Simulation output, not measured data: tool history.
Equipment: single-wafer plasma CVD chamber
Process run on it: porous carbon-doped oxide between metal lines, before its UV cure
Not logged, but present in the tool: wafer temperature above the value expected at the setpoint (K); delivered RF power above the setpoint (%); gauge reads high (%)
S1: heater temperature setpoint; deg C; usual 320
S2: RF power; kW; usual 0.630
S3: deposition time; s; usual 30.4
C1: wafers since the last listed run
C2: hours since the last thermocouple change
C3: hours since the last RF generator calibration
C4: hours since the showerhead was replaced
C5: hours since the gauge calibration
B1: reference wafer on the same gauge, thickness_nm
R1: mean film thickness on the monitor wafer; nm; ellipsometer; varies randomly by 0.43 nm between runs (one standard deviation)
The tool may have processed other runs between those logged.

run	hour	S1	S2	S3	C1	C2	C3	C4	C5	B1	R1
1	0.0	320	0.630	30.4	0	537.3	1897.3	1936.2	559.8	173.017	167.719
2	69.4	320	0.630	30.4	2364	606.7	1966.7	2005.6	629.2	173.092	166.933
3	114.0	320	0.630	30.4	1519	651.3	2011.3	2050.2	673.8	173.211	168.361
4	155.7	320	0.695	30.4	1420	693.0	2053.0	2091.9	715.5	172.897	176.926
5	203.0	320	0.695	30.4	1611	740.3	2100.3	2139.2	762.8	172.856	177.011
6	229.0	320	0.680	30.4	885	766.3	2126.3	2165.2	788.8	172.962	174.610
7	258.4	320	0.680	30.4	1001	795.7	2155.7	2194.6	818.2	172.822	174.303
8	307.2	320	0.680	30.4	1662	844.5	2204.5	2243.4	867.0	172.877	174.177
9	368.3	320	0.630	30.4	2081	905.6	2265.6	2304.5	928.1	173.021	167.012
# hour 390.7: RF generator calibrated
10	411.7	320	0.630	28.9	1206	949.0	21.0	2347.9	971.5	172.950	160.208
11	436.5	320	0.630	28.9	844	973.8	45.8	2372.7	996.3	172.943	159.487
12	488.3	320	0.535	28.3	1764	1025.6	97.6	2424.5	1048.1	172.953	142.881
13	529.9	320	0.535	28.3	1417	1067.2	139.2	2466.1	1089.7	173.330	142.477
14	564.2	320	0.535	28.3	1168	1101.5	173.5	2500.4	1124.0	172.740	142.951
15	618.4	320	0.630	30.4	1846	1155.7	227.7	2554.6	1178.2	172.895	167.236
16	681.3	320	0.630	30.4	2143	1218.6	290.6	2617.5	1241.1	172.892	167.231
17	787.5	320	0.630	34.7	3618	1324.8	396.8	2723.7	1347.3	173.164	189.202
# hour 812.9: showerhead replaced
18	818.7	320	0.550	30.4	790	1356.0	428.0	5.8	1378.5	173.057	155.364
19	878.2	313	0.630	26.9	2027	1415.5	487.5	65.3	1438.0	173.081	154.679
# hour 906.6: thermocouple changed; heater temperature recalibrated
20	907.1	326	0.555	30.4	712	0.5	516.4	94.2	1466.9	172.984	151.475
21	957.5	315	0.735	32.6	1717	50.9	566.8	144.6	1517.3	173.019	200.280
22	1002.3	320	0.665	30.4	1526	95.7	611.6	189.4	1562.1	173.025	172.405
23	1052.6	320	0.630	30.4	1713	146.0	661.9	239.7	1612.4	172.851	168.049
24	1110.5	315	0.515	33.5	1972	203.9	719.8	297.6	1670.3	172.719	169.684
25	1180.2	331	0.630	34.0	2374	273.6	789.5	367.3	1740.0	172.868	175.451
26	1241.9	311	0.735	32.3	2102	335.3	851.2	429.0	1801.7	172.970	203.987
# hour 1250.7: gauge calibrated
27	1300.3	324	0.550	25.6	1989	393.7	909.6	487.4	49.6	173.135	128.544
28	1342.0	320	0.630	27.5	1420	435.4	951.3	529.1	91.3	173.230	152.202
29	1413.8	320	0.630	30.4	2446	507.2	1023.1	600.9	163.1	173.126	167.365
30	1458.4	320	0.630	24.5	1519	551.8	1067.7	645.5	207.7	173.216	135.738
31	1528.0	324	0.545	30.4	2371	621.4	1137.3	715.1	277.3	172.982	151.539
32	1556.4	320	0.755	26.4	967	649.8	1165.7	743.5	305.7	172.976	161.192
33	1614.6	320	0.630	30.4	1982	708.0	1223.9	801.7	363.9	173.040	167.107
34	1646.8	320	0.680	30.4	1097	740.2	1256.1	833.9	396.1	173.000	174.004

What if the next run were any one of these 4? Each begins from the tool's condition after run 34:
A	1647.2	320	0.725	30.4	13	740.6	1256.5	834.3	396.5	?	?
B	1647.2	310	0.665	35.7	13	740.6	1256.5	834.3	396.5	?	?
C	1647.2	320	0.720	30.4	13	740.6	1256.5	834.3	396.5	?	?
D	1647.2	308	0.630	30.4	13	740.6	1256.5	834.3	396.5	?	?

run	B1	R1
A	173.051	181.236
B	173.051	214.450
C	173.051	180.544
D	173.051	180.314
Stripped of hidden state, with their random variation kept, the same runs would have yielded:
run	R1
A	181.236
B	214.450
C	180.544
D	180.314

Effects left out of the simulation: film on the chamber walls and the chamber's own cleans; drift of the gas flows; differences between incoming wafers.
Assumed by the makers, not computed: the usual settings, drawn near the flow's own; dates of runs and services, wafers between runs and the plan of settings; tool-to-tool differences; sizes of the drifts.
